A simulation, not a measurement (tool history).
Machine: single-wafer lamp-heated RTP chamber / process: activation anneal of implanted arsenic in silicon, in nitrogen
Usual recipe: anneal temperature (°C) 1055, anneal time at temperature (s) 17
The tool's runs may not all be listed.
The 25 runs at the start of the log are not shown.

| run | day | anneal temperature (°C) | anneal time at temperature (s) | wafers since the last listed run | wafers since the last pyrometer calibration | wafers since the reflector plate was cleaned | hours since the gauge calibration | read-back reference wafer on the same gauge, sheet resistance | sheet resistance of the implanted and annealed layer (ohm/square) |
|---|---|---|---|---|---|---|---|---|---|
| 26 | 12.883 | 1030 | 13 | 75 | 1761 | 642 | 148.9 | 84.98 | 107.16 |
| 27 | 13.329 | 1055 | 17 | 124 | 1886 | 767 | 159.6 | 85.03 | 101.29 |
| 28 | 13.942 | 1034 | 23 | 171 | 2057 | 938 | 174.3 | 85.06 | 102.18 |
| 29 | 14.325 | 1036 | 20 | 107 | 2165 | 1045 | 183.5 | 84.98 | 102.76 |
| 30 | 14.712 | 1055 | 9 | 108 | 2273 | 1154 | 192.8 | 85.03 | 105.38 |
| 31 | 15.217 | 1067 | 10 | 141 | 2414 | 1295 | 204.9 | 85 | 102.5 |
| 32 | 16.212 | 1029 | 8 | 278 | 2693 | 1574 | 228.8 | 84.96 | 109.32 |
| 33 | 16.704 | 1025 | 24 | 137 | 2830 | 1711 | 240.6 | 85.01 | 102.66 |
| 34 | 16.954 | 1076 | 14 | 69 | 2900 | 1781 | 246.6 | 85 | 98.9 |
| 35 | 17.554 | 1033 | 10 | 167 | 3068 | 1949 | 261 | 85.04 | 107.6 |
| 36 | 18.054 | 1044 | 22 | 139 | 3208 | 2089 | 273 | 84.94 | 100.21 |

5 ways to go on from here, each from the tool as it stands after run 36. What would each give?
| A | 18.071 | 1055 | 17 | 4 | 3213 | 2094 | 273.4 | ? | ? |
| B | 18.071 | 1079 | 25 | 4 | 3213 | 2094 | 273.4 | ? | ? |
| C | 18.071 | 1036 | 21 | 4 | 3213 | 2094 | 273.4 | ? | ? |
| D | 18.071 | 1043 | 17 | 4 | 3213 | 2094 | 273.4 | ? | ? |
| E | 18.071 | 1077 | 24 | 4 | 3213 | 2094 | 273.4 | ? | ? |

| run | read-back reference wafer on the same gauge, sheet resistance | sheet resistance of the implanted and annealed layer (ohm/square) |
|---|---|---|
| A | 85.07 | 100.98 |
| B | 85.07 | 94.33 |
| C | 85.07 | 102.4 |
| D | 85.07 | 102.81 |
| E | 85.07 | 94.95 |
The same runs, with their run-to-run variation unchanged, on a tool lacking any hidden condition would have given:
| run | sheet resistance of the implanted and annealed layer (ohm/square) |
|---|---|
| A | 103.5 |
| B | 96.97 |
| C | 104.9 |
| D | 105.28 |
| E | 97.59 |
